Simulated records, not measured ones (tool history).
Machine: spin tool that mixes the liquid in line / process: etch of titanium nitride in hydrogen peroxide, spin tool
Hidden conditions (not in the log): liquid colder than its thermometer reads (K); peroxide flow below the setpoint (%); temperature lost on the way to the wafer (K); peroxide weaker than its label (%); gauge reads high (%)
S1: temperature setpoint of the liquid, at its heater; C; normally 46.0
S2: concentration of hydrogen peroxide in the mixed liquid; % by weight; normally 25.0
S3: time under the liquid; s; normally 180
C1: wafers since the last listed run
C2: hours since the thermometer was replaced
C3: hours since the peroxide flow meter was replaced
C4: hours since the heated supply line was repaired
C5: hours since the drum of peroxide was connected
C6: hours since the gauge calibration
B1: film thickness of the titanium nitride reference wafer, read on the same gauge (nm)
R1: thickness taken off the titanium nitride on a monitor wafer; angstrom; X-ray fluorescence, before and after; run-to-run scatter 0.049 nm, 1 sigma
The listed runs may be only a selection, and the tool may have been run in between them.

run,day,S1,S2,S3,C1,C2,C3,C4,C5,C6,B1,R1
1,0.000,46.0,23.5,180,0,1825.5,2392.4,6.3,186.7,147.1,30.02,106.8
2,0.654,46.0,23.5,180,125,1841.2,2408.1,22.0,202.4,162.8,30.00,106.0
3,1.229,46.0,22.5,250,110,1855.0,2421.9,35.8,216.2,176.6,29.98,147.3
4,1.942,49.5,25.0,115,136,1872.1,2439.0,52.9,233.3,193.7,30.01,89.2
5,2.692,46.0,25.0,110,143,1890.1,2457.0,70.9,251.3,211.7,29.96,66.0
6,3.008,46.0,25.0,180,60,1897.7,2464.6,78.5,258.9,219.3,30.02,107.7
7,3.733,39.5,27.0,180,138,1915.1,2482.0,95.9,276.3,236.7,30.00,66.9
8,4.438,38.5,25.0,180,134,1932.0,2498.9,112.8,293.2,253.6,29.95,60.9
9,5.104,43.0,21.5,250,127,1948.0,2514.9,128.8,309.2,269.6,30.01,115.2
10,5.842,40.0,25.0,85,141,1965.7,2532.6,146.5,326.9,287.3,29.98,32.2
11,6.462,46.0,30.0,180,118,1980.6,2547.5,161.4,341.8,302.2,30.03,112.4
12,7.033,50.0,20.5,70,109,1994.3,2561.2,175.1,355.5,315.9,30.00,53.7
# day 7.129: thermometer replaced
13,7.329,38.5,18.0,180,48,4.8,2568.3,182.2,362.6,323.0,29.99,56.4
14,8.017,46.0,25.0,180,131,21.3,2584.8,198.7,379.1,339.5,30.01,106.9
# day 8.275: new drum of peroxide connected
15,8.562,37.5,25.0,180,96,34.4,2597.9,211.8,6.9,352.6,30.04,56.8
# day 8.746: peroxide flow meter replaced
# day 9.058: gauge calibrated
16,10.171,46.0,25.0,75,299,73.0,34.2,250.4,45.5,26.7,29.99,45.3
17,10.646,40.0,29.5,255,90,84.4,45.6,261.8,56.9,38.1,29.99,101.6
18,11.258,54.5,28.0,225,117,99.1,60.3,276.5,71.6,52.8,30.01,258.0
19,11.775,51.5,25.0,180,98,111.5,72.7,288.9,84.0,65.2,30.00,162.9
20,12.296,49.5,28.0,180,99,124.0,85.2,301.4,96.5,77.7,30.03,143.6
21,12.971,46.0,25.0,180,129,140.2,101.4,317.6,112.7,93.9,30.02,109.3
22,13.454,46.0,25.0,180,92,151.8,113.0,329.2,124.3,105.5,30.00,108.3
23,14.079,50.5,30.0,80,119,166.8,128.0,344.2,139.3,120.5,29.98,69.6
24,14.733,37.0,20.5,180,125,182.5,143.7,359.9,155.0,136.2,30.01,52.9

Branching from run 24: 5 alternative next runs. What would each branch give?
A,14.754,46.0,25.0,180,3,183.0,144.2,360.4,155.5,136.7,?,?
B,14.754,36.5,29.0,255,3,183.0,144.2,360.4,155.5,136.7,?,?
C,14.754,55.0,25.0,180,3,183.0,144.2,360.4,155.5,136.7,?,?
D,14.754,55.0,20.0,145,3,183.0,144.2,360.4,155.5,136.7,?,?
E,14.754,37.0,25.0,245,3,183.0,144.2,360.4,155.5,136.7,?,?

run,B1,R1
A,29.98,109.0
B,29.98,77.3
C,29.98,208.5
D,29.98,160.1
E,29.98,74.7
Take away the tool's hidden state, keep each run's random variation, and the runs would have read:
run,R1
A,109.9
B,77.9
C,210.1
D,161.3
E,75.3

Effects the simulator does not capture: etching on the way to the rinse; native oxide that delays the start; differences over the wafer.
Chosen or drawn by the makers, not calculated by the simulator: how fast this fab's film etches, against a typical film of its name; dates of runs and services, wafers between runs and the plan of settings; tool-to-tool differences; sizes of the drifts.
